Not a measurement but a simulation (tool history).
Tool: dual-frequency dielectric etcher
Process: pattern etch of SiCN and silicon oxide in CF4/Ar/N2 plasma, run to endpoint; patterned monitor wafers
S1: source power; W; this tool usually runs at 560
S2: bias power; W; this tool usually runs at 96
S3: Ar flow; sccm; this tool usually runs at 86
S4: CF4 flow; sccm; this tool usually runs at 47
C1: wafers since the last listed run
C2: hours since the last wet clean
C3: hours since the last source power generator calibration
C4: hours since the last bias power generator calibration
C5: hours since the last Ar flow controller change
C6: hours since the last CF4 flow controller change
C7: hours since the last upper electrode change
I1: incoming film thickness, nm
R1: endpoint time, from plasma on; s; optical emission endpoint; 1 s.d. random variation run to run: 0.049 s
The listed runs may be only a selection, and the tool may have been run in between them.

run 1 hour=0.0 | S1=560 S2=96 S3=86 S4=47 | C1=0 C2=443.4 C3=3145.9 C4=151.4 C5=3551.4 C6=5076.9 C7=69.7 | I1=16.70 | R1=15.9
run 2 hour=14.0 | S1=560 S2=96 S3=86 S4=47 | C1=219 C2=457.4 C3=3159.9 C4=165.4 C5=3565.4 C6=5090.9 C7=83.7 | I1=16.82 | R1=15.9
run 3 hour=39.4 | S1=560 S2=96 S3=96 S4=52 | C1=397 C2=482.8 C3=3185.3 C4=190.8 C5=3590.8 C6=5116.3 C7=109.1 | I1=16.73 | R1=15.8
-- hour=58.6 Ar flow controller replaced
run 4 hour=67.6 | S1=560 S2=96 S3=96 S4=52 | C1=347 C2=511.0 C3=3213.5 C4=219.0 C5=9.0 C6=5144.5 C7=137.3 | I1=16.72 | R1=15.8
run 5 hour=85.7 | S1=560 S2=96 S3=79 S4=47 | C1=283 C2=529.1 C3=3231.6 C4=237.1 C5=27.1 C6=5162.6 C7=155.4 | I1=16.67 | R1=15.6
run 6 hour=107.6 | S1=560 S2=96 S3=79 S4=47 | C1=342 C2=551.0 C3=3253.5 C4=259.0 C5=49.0 C6=5184.5 C7=177.3 | I1=16.76 | R1=15.7
-- hour=138.2 wet clean of the chamber
run 7 hour=138.7 | S1=560 S2=96 S3=96 S4=52 | C1=111 C2=0.5 C3=3284.6 C4=290.1 C5=80.1 C6=5215.6 C7=208.4 | I1=16.81 | R1=16.3
run 8 hour=157.2 | S1=560 S2=96 S3=86 S4=47 | C1=289 C2=19.0 C3=3303.1 C4=308.6 C5=98.6 C6=5234.1 C7=226.9 | I1=16.64 | R1=16.2
run 9 hour=181.3 | S1=610 S2=96 S3=66 S4=47 | C1=377 C2=43.1 C3=3327.2 C4=332.7 C5=122.7 C6=5258.2 C7=251.0 | I1=16.64 | R1=14.9
-- hour=191.1 source power generator calibrated
-- hour=198.3 CF4 flow controller replaced
run 10 hour=199.6 | S1=620 S2=119 S3=80 S4=47 | C1=129 C2=61.4 C3=8.5 C4=351.0 C5=141.0 C6=1.3 C7=269.3 | I1=16.62 | R1=14.1
run 11 hour=216.4 | S1=470 S2=107 S3=101 S4=52 | C1=262 C2=78.2 C3=25.3 C4=367.8 C5=157.8 C6=18.1 C7=286.1 | I1=16.55 | R1=17.4
run 12 hour=250.2 | S1=560 S2=105 S3=102 S4=56 | C1=529 C2=112.0 C3=59.1 C4=401.6 C5=191.6 C6=51.9 C7=319.9 | I1=16.80 | R1=15.7
run 13 hour=265.4 | S1=510 S2=96 S3=86 S4=47 | C1=237 C2=127.2 C3=74.3 C4=416.8 C5=206.8 C6=67.1 C7=335.1 | I1=16.57 | R1=17.0
run 14 hour=295.4 | S1=560 S2=96 S3=74 S4=47 | C1=469 C2=157.2 C3=104.3 C4=446.8 C5=236.8 C6=97.1 C7=365.1 | I1=16.68 | R1=15.9
run 15 hour=310.1 | S1=560 S2=96 S3=77 S4=47 | C1=230 C2=171.9 C3=119.0 C4=461.5 C5=251.5 C6=111.8 C7=379.8 | I1=16.62 | R1=15.8
run 16 hour=343.4 | S1=560 S2=73 S3=86 S4=53 | C1=521 C2=205.2 C3=152.3 C4=494.8 C5=284.8 C6=145.1 C7=413.1 | I1=16.83 | R1=17.2
run 17 hour=372.9 | S1=560 S2=96 S3=86 S4=47 | C1=461 C2=234.7 C3=181.8 C4=524.3 C5=314.3 C6=174.6 C7=442.6 | I1=16.77 | R1=16.1
run 18 hour=396.2 | S1=560 S2=96 S3=105 S4=47 | C1=364 C2=258.0 C3=205.1 C4=547.6 C5=337.6 C6=197.9 C7=465.9 | I1=16.57 | R1=16.3
run 19 hour=409.0 | S1=560 S2=96 S3=86 S4=47 | C1=200 C2=270.8 C3=217.9 C4=560.4 C5=350.4 C6=210.7 C7=478.7 | I1=16.61 | R1=15.9
run 20 hour=430.2 | S1=680 S2=96 S3=103 S4=47 | C1=331 C2=292.0 C3=239.1 C4=581.6 C5=371.6 C6=231.9 C7=499.9 | I1=16.70 | R1=14.5
run 21 hour=442.9 | S1=560 S2=96 S3=99 S4=52 | C1=198 C2=304.7 C3=251.8 C4=594.3 C5=384.3 C6=244.6 C7=512.6 | I1=16.60 | R1=15.9
run 22 hour=472.4 | S1=640 S2=96 S3=86 S4=41 | C1=461 C2=334.2 C3=281.3 C4=623.8 C5=413.8 C6=274.1 C7=542.1 | I1=16.77 | R1=15.0

Run 23 comes next. What will it give?
run 23 hour=491.7 | S1=560 S2=96 S3=86 S4=47 | C1=302 C2=353.5 C3=300.6 C4=643.1 C5=433.1 C6=293.4 C7=561.4 | I1=16.61 | R1=?

Run 23 measured R1 15.7 s.
Take away the tool's hidden state, keep the run-to-run variation as it was, and the same run would have given R1 16.2 s.
